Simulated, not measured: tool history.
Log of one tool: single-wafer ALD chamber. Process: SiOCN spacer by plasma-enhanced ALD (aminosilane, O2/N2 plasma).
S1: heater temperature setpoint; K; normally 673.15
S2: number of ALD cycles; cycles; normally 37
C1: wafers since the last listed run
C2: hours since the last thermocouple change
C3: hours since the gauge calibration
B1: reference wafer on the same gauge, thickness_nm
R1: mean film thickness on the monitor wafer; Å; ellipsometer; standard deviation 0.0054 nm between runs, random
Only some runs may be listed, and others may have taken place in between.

run,hour,S1,S2,C1,C2,C3,B1,R1
1,0.0,673.15,34,0,3155.3,119.5,1.879,19.89
2,15.3,673.15,34,58,3170.6,134.8,1.880,19.93
3,26.1,673.15,42,41,3181.4,145.6,1.880,24.65
4,37.3,683.15,37,42,3192.6,156.8,1.880,20.90
# hour 57.7: gauge calibrated
5,77.4,673.15,37,153,3232.7,19.7,1.881,21.62
6,90.9,673.15,37,51,3246.2,33.2,1.880,21.63
7,99.9,673.15,37,34,3255.2,42.2,1.880,21.65
8,116.9,673.15,37,65,3272.2,59.2,1.879,21.67
9,124.9,673.15,37,30,3280.2,67.2,1.879,21.69
10,137.0,673.15,37,46,3292.3,79.3,1.880,21.74
11,144.4,673.15,37,28,3299.7,86.7,1.878,21.72
12,152.0,673.15,33,29,3307.3,94.3,1.879,19.34
13,163.9,673.15,37,45,3319.2,106.2,1.879,21.70
14,171.0,673.15,37,27,3326.3,113.3,1.880,21.66
15,177.5,667.15,34,24,3332.8,119.8,1.881,19.92
16,188.6,682.15,31,42,3343.9,130.9,1.879,17.67
17,198.3,681.15,30,37,3353.6,140.6,1.881,17.06
# hour 211.7: thermocouple changed; heater temperature recalibrated
18,213.3,669.15,37,26,1.6,155.6,1.880,21.70
19,232.4,667.15,37,73,20.7,174.7,1.880,21.66
20,239.6,673.15,40,27,27.9,181.9,1.881,23.55
21,249.2,673.15,37,36,37.5,191.5,1.881,21.68
# hour 251.3: gauge calibrated
22,256.7,659.15,35,28,45.0,5.4,1.881,20.53
23,265.5,673.15,37,33,53.8,14.2,1.881,21.74
24,275.2,673.15,37,37,63.5,23.9,1.880,21.63
25,285.2,684.15,37,38,73.5,33.9,1.880,20.87
26,292.1,673.15,37,26,80.4,40.8,1.879,21.80
27,310.1,673.15,37,68,98.4,58.8,1.881,21.73
28,321.6,679.15,30,43,109.9,70.3,1.879,17.20

How the hidden state differs across the entries between the runs, from the last listed run before each to the first after it:
After run 4, before run 5: gauge calibrated (hour 57.7)
  nothing in the hidden state changes from one run to the other
After run 17, before run 18: thermocouple changed; heater temperature recalibrated (hour 211.7)
  nothing in the hidden state changes from one run to the other
After run 21, before run 22: gauge calibrated (hour 251.3)
  nothing in the hidden state changes from one run to the other

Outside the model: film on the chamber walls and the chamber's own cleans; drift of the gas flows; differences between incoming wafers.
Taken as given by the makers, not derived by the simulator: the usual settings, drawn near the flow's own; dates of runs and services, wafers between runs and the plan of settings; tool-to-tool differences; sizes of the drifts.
